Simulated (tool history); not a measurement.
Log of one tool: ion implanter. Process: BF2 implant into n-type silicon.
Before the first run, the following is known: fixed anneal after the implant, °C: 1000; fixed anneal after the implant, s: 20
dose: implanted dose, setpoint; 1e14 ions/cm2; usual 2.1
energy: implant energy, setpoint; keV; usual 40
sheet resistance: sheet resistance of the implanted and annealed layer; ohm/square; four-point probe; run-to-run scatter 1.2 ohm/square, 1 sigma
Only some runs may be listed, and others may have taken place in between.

run,hour,dose,energy,wafers since the last listed run,hours since the last dose calibration,hours since the extraction supply was calibrated,hours since the gauge calibration,"read-back reference wafer on the same gauge, sheet resistance",sheet resistance
1,0,2.55,40,0,1867,5734.5,208.4,567.27,412.94
2,28.2,2.55,40,264,1895.2,5762.7,236.6,566.77,413.1
3,57.5,2.1,40,274,1924.5,5792,265.9,567.33,484.27
4,86.2,1.94,40,268,1953.2,5820.7,294.6,567.1,516.22
5,107.7,1.94,40,201,1974.7,5842.2,316.1,567.35,515.18
6,141.8,1.94,40,319,2008.8,5876.3,350.2,566.2,514.39
7,155.8,2.1,40,131,2022.8,5890.3,364.2,566.73,483.61
8,184.8,2.1,40,271,2051.8,5919.3,393.2,566.14,482.76
9,208.5,2.1,40,221,2075.5,5943,416.9,567.72,481.98
10,226.4,2.1,40,167,2093.4,5960.9,434.8,566.87,480.41
11,240.6,2.1,40,132,2107.6,5975.1,449,567.07,481.57
12,272.5,2.1,40,298,2139.5,6007,480.9,567.1,481.88
13,288.1,2.1,40,146,2155.1,6022.6,496.5,567.77,483.16
14,320.1,2.1,40,299,2187.1,6054.6,528.5,567.21,481.05
15,340.3,2.1,48,189,2207.3,6074.8,548.7,566.9,469.92
# hour 367.6: gauge calibrated
16,371.4,2.47,33,291,2238.4,6105.9,3.8,567.5,428.59
17,393.4,2.45,53.5,206,2260.4,6127.9,25.8,567.11,408.68
18,413.3,2.1,40,186,2280.3,6147.8,45.7,566.52,479.68
# hour 437.3: Faraday cup replaced and dose calibrated
19,437.8,1.65,36.5,154,0.5,6172.3,70.2,566.88,615.63
20,466,1.74,51.5,264,28.7,6200.5,98.4,566.83,563.02
# hour 494.7: extraction supply calibrated
21,495.2,2.1,46.5,198,57.9,0.5,127.6,567.21,495.88
22,506,2.28,44,101,68.7,11.3,138.4,566.48,463.19
23,530,2.1,40,224,92.7,35.3,162.4,566.43,498.75
24,552.3,2.1,40,208,115,57.6,184.7,567.09,499.66
25,577.8,2.72,29.5,238,140.5,83.1,210.2,567.43,414.59
26,592.1,2.1,40,133,154.8,97.4,224.5,566.85,499.23
27,619.9,1.75,35.5,260,182.6,125.2,252.3,567.47,584.91
28,653.5,2.47,33,314,216.2,158.8,285.9,567.25,445.12

Each row is a separate what-if for the run after 28, all from the same tool condition, not one after another. Results?
A,653.9,2.46,40,3,216.6,159.2,286.3,?,?
B,653.9,1.53,30.5,3,216.6,159.2,286.3,?,?
C,653.9,2.35,49.5,3,216.6,159.2,286.3,?,?
D,653.9,2.29,33.5,3,216.6,159.2,286.3,?,?

run,"read-back reference wafer on the same gauge, sheet resistance",sheet resistance
A,567.52,440.76
B,567.52,664.85
C,567.52,446.96
D,567.52,474.6
Stripped of hidden state, with their random variation kept, the same runs would have yielded:
run,sheet resistance
A,442.2
B,666.97
C,448.4
D,476.15
